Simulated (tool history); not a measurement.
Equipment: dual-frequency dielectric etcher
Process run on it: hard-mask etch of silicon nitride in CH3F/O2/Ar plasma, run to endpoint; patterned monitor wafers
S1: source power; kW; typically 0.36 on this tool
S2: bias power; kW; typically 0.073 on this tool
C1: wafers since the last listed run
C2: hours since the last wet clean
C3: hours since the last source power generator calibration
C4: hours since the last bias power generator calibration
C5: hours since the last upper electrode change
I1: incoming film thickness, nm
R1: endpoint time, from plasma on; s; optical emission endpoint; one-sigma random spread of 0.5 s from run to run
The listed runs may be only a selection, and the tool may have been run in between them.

Run 1, hour 0: usual settings; C1 0; C2 368.8; C3 4027.5; C4 3345.1; C5 2186.1; I1 40. Result: R1 63 s.
Run 2, hour 74.7: usual settings; C1 544; C2 443.5; C3 4102.2; C4 3419.8; C5 2260.8; I1 40.09. Result: R1 64.4 s.
At hour 131.5: wet clean of the chamber.
Run 3, hour 132: usual settings; C1 242; C2 0.5; C3 4159.5; C4 3477.1; C5 2318.1; I1 39.57. Result: R1 60.7 s.
Run 4, hour 166.8: usual settings; C1 253; C2 35.3; C3 4194.3; C4 3511.9; C5 2352.9; I1 40.22. Result: R1 61.4 s.
Run 5, hour 210.5: usual settings; C1 318; C2 79; C3 4238; C4 3555.6; C5 2396.6; I1 39.94. Result: R1 61.7 s.
Run 6, hour 277.7: usual settings; C1 490; C2 146.2; C3 4305.2; C4 3622.8; C5 2463.8; I1 40.4. Result: R1 62.1 s.
Run 7, hour 339.5: usual settings; C1 450; C2 208; C3 4367; C4 3684.6; C5 2525.6; I1 40.2. Result: R1 62.5 s.
At hour 354.8: source power generator calibrated.
Run 8, hour 405.5: usual settings but S1 0.28 kW; C1 452; C2 274; C3 50.7; C4 3750.6; C5 2591.6; I1 39.69. Result: R1 68.3 s.
Run 9, hour 444: usual settings; C1 280; C2 312.5; C3 89.2; C4 3789.1; C5 2630.1; I1 39.79. Result: R1 62.5 s.
Run 10, hour 548.6: usual settings but S1 0.44 kW, S2 0.056 kW; C1 762; C2 417.1; C3 193.8; C4 3893.7; C5 2734.7; I1 39.77. Result: R1 64.6 s.
At hour 628.5: wet clean of the chamber.
At hour 644: upper electrode replaced.
Run 11, hour 649.7: usual settings but S1 0.34 kW, S2 0.067 kW; C1 449; C2 21.2; C3 294.9; C4 3994.8; C5 5.7; I1 40.14. Result: R1 65.2 s.
At hour 716.3: bias power generator calibrated.
Run 12, hour 736.1: usual settings but S1 0.38 kW, S2 0.06 kW; C1 600; C2 107.6; C3 381.3; C4 19.8; C5 92.1; I1 39.9. Result: R1 65.7 s.
Run 13, hour 824.1: usual settings but S1 0.42 kW; C1 641; C2 195.6; C3 469.3; C4 107.8; C5 180.1; I1 39.93. Result: R1 59.2 s.
Run 14, hour 915.4: usual settings but S1 0.29 kW, S2 0.058 kW; C1 665; C2 286.9; C3 560.6; C4 199.1; C5 271.4; I1 39.75. Result: R1 74 s.
Run 15, hour 966.4: usual settings but S1 0.44 kW, S2 0.084 kW; C1 371; C2 337.9; C3 611.6; C4 250.1; C5 322.4; I1 39.91. Result: R1 55.8 s.

A few steps of R1 between consecutive runs. Split each: what settings, incoming material and random variation would produce without the hidden state, and what is left over for the hidden state, along with gauge scatter present in only one of the two compared results (measured, and without hidden state):
Hidden state at play: etch rate over this chamber's usual, %; source power that arrives over what is set, %; bias power that arrives over what is set, %.
Run 2 -> 3: wet clean of the chamber. R1 -3.7 s: hidden state -2.6, all else -1.1.
Run 14 -> 15: S1 0.29 -> 0.44, S2 0.058 -> 0.084. R1 -18.2 s: hidden state -0.3, all else -17.9.
